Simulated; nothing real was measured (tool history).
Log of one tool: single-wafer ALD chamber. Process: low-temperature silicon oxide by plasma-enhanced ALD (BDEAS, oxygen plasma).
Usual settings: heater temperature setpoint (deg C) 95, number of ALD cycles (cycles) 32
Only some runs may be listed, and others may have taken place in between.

run   hour  heater temperature setpoint (deg C)  number of ALD cycles (cycles)  wafers since the last listed run  hours since the last thermocouple change  hours since the gauge calibration  read-back reference wafer on the same gauge, thickness_nm  mean film thickness on the monitor wafer (Å)
  1    0.0                                   95                             32                                 0                                    2332.0                              287.1                                                      3.390                                         41.81
  2   42.1                                   95                             32                               195                                    2374.1                              329.2                                                      3.391                                         41.97
  3   52.4                                   95                             32                                47                                    2384.4                              339.5                                                      3.390                                         41.85
  4   58.5                                   95                             32                                28                                    2390.5                              345.6                                                      3.389                                         42.01
  5   66.2                                   95                             32                                35                                    2398.2                              353.3                                                      3.390                                         41.94
  6   80.0                                   95                             32                                64                                    2412.0                              367.1                                                      3.389                                         42.10
  7   95.7                                  103                             32                                72                                    2427.7                              382.8                                                      3.388                                         41.21
  8  112.6                                  103                             32                                78                                    2444.6                              399.7                                                      3.390                                         41.11
  9  128.5                                   95                             32                                73                                    2460.5                              415.6                                                      3.390                                         41.95
 10  137.8                                   95                             32                                43                                    2469.8                              424.9                                                      3.391                                         42.00
 11  154.6                                   99                             27                                78                                    2486.6                              441.7                                                      3.391                                         35.10
 12  171.3                                   99                             27                                77                                    2503.3                              458.4                                                      3.392                                         35.01
 13  182.4                                  104                             35                                51                                    2514.4                              469.5                                                      3.388                                         44.74
 14  196.5                                   95                             32                                65                                    2528.5                              483.6                                                      3.389                                         42.01
 15  206.0                                   95                             32                                44                                    2538.0                              493.1                                                      3.389                                         41.92
     212.1  -- gauge calibrated
 16  212.3                                   95                             32                                29                                    2544.3                                0.2                                                      3.387                                         42.00
 17  222.7                                  102                             32                                48                                    2554.7                               10.6                                                      3.390                                         41.01
 18  239.2                                   90                             35                                76                                    2571.2                               27.1                                                      3.388                                         46.58
 19  250.0                                   84                             37                                50                                    2582.0                               37.9                                                      3.389                                         50.16
 20  267.3                                   95                             32                                80                                    2599.3                               55.2                                                      3.391                                         42.08
 21  281.8                                   83                             37                                67                                    2613.8                               69.7                                                      3.391                                         50.45
 22  293.1                                  104                             27                                52                                    2625.1                               81.0                                                      3.387                                         34.55
 23  301.1                                   95                             32                                37                                    2633.1                               89.0                                                      3.390                                         42.09
 24  317.8                                   90                             36                                77                                    2649.8                              105.7                                                      3.390                                         48.05
 25  331.4                                   95                             32                                63                                    2663.4                              119.3                                                      3.390                                         41.99
     342.5  -- thermocouple changed; heater temperature recalibrated
 26  348.7                                   95                             32                                43                                       6.2                              136.6                                                      3.392                                         41.76
 27  401.7                                   95                             32                               246                                      59.2                              189.6                                                      3.391                                         42.01
 28  414.4                                  109                             35                                58                                      71.9                              202.3                                                      3.390                                         44.77
 29  430.8                                   81                             30                                76                                      88.3                              218.7                                                      3.389                                         41.14
 30  448.0                                  104                             32                                79                                     105.5                              235.9                                                      3.390                                         41.11
 31  496.3                                   89                             34                               224                                     153.8                              284.2                                                      3.394                                         45.60

Forecast each of these 3 alternatives for the next run:
  A  496.8                                   95                             32                                 2                                     154.3                              284.7                                                          ?                                             ?
  B  496.8                                   82                             28                                 2                                     154.3                              284.7                                                          ?                                             ?
  C  496.8                                  101                             29                                 2                                     154.3                              284.7                                                          ?                                             ?

run  read-back reference wafer on the same gauge, thickness_nm  mean film thickness on the monitor wafer (Å)
  A                                                      3.392                                         41.91
  B                                                      3.392                                         38.16
  C                                                      3.392                                         37.29
With no hidden state in the tool, these same runs would have given:
run  mean film thickness on the monitor wafer (Å)
  A                                         41.91
  B                                         38.16
  C                                         37.29
